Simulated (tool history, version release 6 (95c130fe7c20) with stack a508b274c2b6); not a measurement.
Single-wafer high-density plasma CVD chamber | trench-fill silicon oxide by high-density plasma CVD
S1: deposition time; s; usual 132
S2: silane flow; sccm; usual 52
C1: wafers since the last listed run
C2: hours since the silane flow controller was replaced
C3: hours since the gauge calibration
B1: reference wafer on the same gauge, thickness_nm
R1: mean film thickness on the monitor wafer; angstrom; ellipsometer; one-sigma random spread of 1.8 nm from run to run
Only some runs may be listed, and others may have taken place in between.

run	hour	S1	S2	C1	C2	C3	B1	R1
1	0	112	52	0	2117.2	822.4	691.182	6109.07
# hour 0.8: gauge calibrated
2	22.8	112	52	214	2140	22	690.44	6111.26
3	54.8	132	59	301	2172	54	691.03	7787.74
4	75.9	132	52	198	2193.1	75.1	691.089	7206.66
5	106.8	132	55	291	2224	106	691.022	7484.35
6	120.1	132	52	125	2237.3	119.3	691.582	7190.46
7	145.7	132	52	241	2262.9	144.9	691.133	7250.81
8	173	132	52	257	2290.2	172.2	691.032	7231.51
9	207.2	132	52	322	2324.4	206.4	690.669	7225.62
10	241.7	132	52	325	2358.9	240.9	690.959	7207.94
11	273.3	132	58	297	2390.5	272.5	691.717	7753.81
12	299.4	123	52	246	2416.6	298.6	690.686	6754.24
13	331.4	123	52	301	2448.6	330.6	690.474	6748
14	357.5	132	52	246	2474.7	356.7	691.212	7231.86
15	376.8	118	45	181	2494	376	691.312	5957.09
16	404.9	132	52	264	2522.1	404.1	690.889	7225.12
17	417.8	132	52	121	2535	417	691.189	7244.9
18	452	132	52	322	2569.2	451.2	691.402	7238.09
19	485.5	143	52	315	2602.7	484.7	691.263	7855.7
20	520.3	143	52	328	2637.5	519.5	690.651	7826.24
21	545.5	109	47	237	2662.7	544.7	690.977	5631.43
22	568.8	132	49	219	2686	568	690.737	7022.29
23	587.4	109	52	175	2704.6	586.6	691.083	5994.78
# hour 675.2: gauge calibrated
24	683.7	132	52	907	2800.9	8.5	691.567	7239.26
25	717.8	148	55	321	2835	42.6	691.425	8440.8
# hour 742.2: silane flow controller replaced
26	742.7	147	56	159	0.5	67.5	690.834	8280.23
27	754.1	141	52	107	11.9	78.9	690.253	7552.42
28	785.5	121	61	296	43.3	110.3	690.181	7169.89
29	801.1	106	46	147	58.9	125.9	691.055	5282.33
30	828.6	107	45	259	86.4	153.4	690.802	5290.89
31	860.9	132	52	304	118.7	185.7	690.876	7106.48
32	891.6	132	62	289	149.4	216.4	690.673	7896.1
33	911.8	148	61	190	169.6	236.6	691.03	8802.02
34	942.2	132	52	286	200	267	690.763	7137.34
35	967.1	148	58	234	224.9	291.9	690.863	8542.02
36	998.3	154	57	294	256.1	323.1	690.762	8757.46
37	1023.9	116	52	241	281.7	348.7	690.987	6260.17
38	1055.2	143	59	295	313	380	690.491	8276.9
39	1081	112	49	243	338.8	405.8	691.301	5822.6
40	1104.4	132	52	220	362.2	429.2	690.753	7095.4
41	1125.4	155	52	197	383.2	450.2	690.649	8345.68

For some of the steps in R1 from one run to the next: how much would appear even if the tool had no hidden state, given the settings, what came in and random variation, and how much remains for the hidden state plus any gauge scatter that the measured result and the result without hidden state don't share?
The hidden state here: delivered silane flow above the setpoint (%); gauge reads high (%).
Run 20 -> 21: S1 143 -> 109, S2 52 -> 47. R1 -2194.81 angstrom: hidden state -52.19, all else -2142.62.
Run 23 -> 24: S1 109 -> 132, gauge calibrated. R1 +1244.48 angstrom: hidden state +38.99, all else +1205.49.
Run 25 -> 26: S1 148 -> 147, S2 55 -> 56, silane flow controller replaced. R1 -160.57 angstrom: hidden state -209.81, all else +49.24.
Run 36 -> 37: S1 154 -> 116, S2 57 -> 52. R1 -2497.29 angstrom: hidden state -10.01, all else -2487.28.
Run 38 -> 39: S1 143 -> 112, S2 59 -> 49. R1 -2454.3 angstrom: hidden state -11.51, all else -2442.79.
